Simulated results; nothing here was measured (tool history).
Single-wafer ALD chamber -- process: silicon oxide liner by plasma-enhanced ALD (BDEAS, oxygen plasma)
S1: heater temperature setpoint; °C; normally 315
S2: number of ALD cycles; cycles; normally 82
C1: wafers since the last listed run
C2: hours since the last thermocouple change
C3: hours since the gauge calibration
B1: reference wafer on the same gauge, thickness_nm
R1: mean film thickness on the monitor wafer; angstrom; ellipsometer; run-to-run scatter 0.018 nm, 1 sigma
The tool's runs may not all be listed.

Run 1, hour 0: usual settings; C1 0; C2 651.6; C3 902.6; B1 6.199. Result: R1 73.41 angstrom.
Run 2, hour 65: usual settings; C1 396; C2 716.6; C3 967.6; B1 6.202. Result: R1 73.5 angstrom.
Run 3, hour 172.3: usual settings; C1 654; C2 823.9; C3 1074.9; B1 6.198. Result: R1 73.99 angstrom.
Run 4, hour 230.1: usual settings; C1 352; C2 881.7; C3 1132.7; B1 6.203. Result: R1 73.83 angstrom.
Run 5, hour 273.8: usual settings; C1 266; C2 925.4; C3 1176.4; B1 6.199. Result: R1 73.49 angstrom.
Run 6, hour 360.4: usual settings; C1 528; C2 1012; C3 1263; B1 6.193. Result: R1 73.42 angstrom.
Run 7, hour 456.4: usual settings; C1 585; C2 1108; C3 1359; B1 6.198. Result: R1 73.74 angstrom.
Run 8, hour 526.9: usual settings; C1 430; C2 1178.5; C3 1429.5; B1 6.2. Result: R1 73.77 angstrom.
Run 9, hour 607.8: usual settings; C1 493; C2 1259.4; C3 1510.4; B1 6.198. Result: R1 74.17 angstrom.
Run 10, hour 670.2: usual settings; C1 380; C2 1321.8; C3 1572.8; B1 6.192. Result: R1 73.81 angstrom.
Run 11, hour 718.5: usual settings; C1 294; C2 1370.1; C3 1621.1; B1 6.202. Result: R1 74 angstrom.
Run 12, hour 772.8: usual settings; C1 331; C2 1424.4; C3 1675.4; B1 6.201. Result: R1 73.9 angstrom.
At hour 830.8: thermocouple changed; heater temperature recalibrated.
Run 13, hour 874.1: usual settings but S1 323 °C, S2 76 cycles; C1 569; C2 43.3; C3 1776.7; B1 6.198. Result: R1 67.42 angstrom.
At hour 935.8: gauge calibrated.
Run 14, hour 1124.4: usual settings but S1 301 °C; C1 1526; C2 293.6; C3 188.6; B1 6.199. Result: R1 75.2 angstrom.
Run 15, hour 1183.3: usual settings but S1 326 °C, S2 77 cycles; C1 359; C2 352.5; C3 247.5; B1 6.198. Result: R1 68.31 angstrom.
Run 16, hour 1285.3: usual settings but S1 305 °C; C1 622; C2 454.5; C3 349.5; B1 6.203. Result: R1 74.8 angstrom.
Run 17, hour 1391.6: usual settings; C1 648; C2 560.8; C3 455.8; B1 6.201. Result: R1 73.31 angstrom.
Run 18, hour 1434.1: usual settings but S1 301 °C, S2 76 cycles; C1 259; C2 603.3; C3 498.3; B1 6.201. Result: R1 69.78 angstrom.
Run 19, hour 1529.1: usual settings but S1 328 °C, S2 74 cycles; C1 579; C2 698.3; C3 593.3; B1 6.201. Result: R1 65.59 angstrom.
Run 20, hour 1629.3: usual settings but S1 326 °C, S2 92 cycles; C1 611; C2 798.5; C3 693.5; B1 6.204. Result: R1 82.02 angstrom.
Run 21, hour 1677.9: usual settings; C1 296; C2 847.1; C3 742.1; B1 6.202. Result: R1 73.94 angstrom.
Run 22, hour 1718.4: usual settings but S1 302 °C; C1 247; C2 887.6; C3 782.6; B1 6.204. Result: R1 75.18 angstrom.
Run 23, hour 1762: usual settings; C1 265; C2 931.2; C3 826.2; B1 6.197. Result: R1 73.89 angstrom.
Run 24, hour 1862.7: usual settings but S1 300 °C, S2 95 cycles; C1 614; C2 1031.9; C3 926.9; B1 6.198. Result: R1 88.01 angstrom.
Run 25, hour 1941.2: usual settings but S1 309 °C, S2 90 cycles; C1 478; C2 1110.4; C3 1005.4; B1 6.2. Result: R1 82.16 angstrom.
Run 26, hour 2011.2: usual settings but S1 322 °C, S2 69 cycles; C1 426; C2 1180.4; C3 1075.4; B1 6.202. Result: R1 62 angstrom.
Run 27, hour 2105.8: usual settings but S1 320 °C; C1 577; C2 1275; C3 1170; B1 6.199. Result: R1 73.62 angstrom.

Alternative continuations, all from the tool just after run 27; predict every row:
Run A, hour 2106.3: usual settings; C1 3; C2 1275.5; C3 1170.5; B1 ?. Result: R1 ?.
Run B, hour 2106.3: usual settings but S1 305 °C, S2 71 cycles; C1 3; C2 1275.5; C3 1170.5; B1 ?. Result: R1 ?.
Run C, hour 2106.3: usual settings but S1 308 °C, S2 95 cycles; C1 3; C2 1275.5; C3 1170.5; B1 ?. Result: R1 ?.
Run D, hour 2106.3: usual settings but S1 307 °C, S2 72 cycles; C1 3; C2 1275.5; C3 1170.5; B1 ?. Result: R1 ?.

run     B1     R1
  A  6.204  74.17
  B  6.204  65.08
  C  6.204  86.73
  D  6.204  65.82
Without the tool's hidden state the same runs would have given:
run     R1
  A  73.59
  B  64.57
  C  86.05
  D  65.31

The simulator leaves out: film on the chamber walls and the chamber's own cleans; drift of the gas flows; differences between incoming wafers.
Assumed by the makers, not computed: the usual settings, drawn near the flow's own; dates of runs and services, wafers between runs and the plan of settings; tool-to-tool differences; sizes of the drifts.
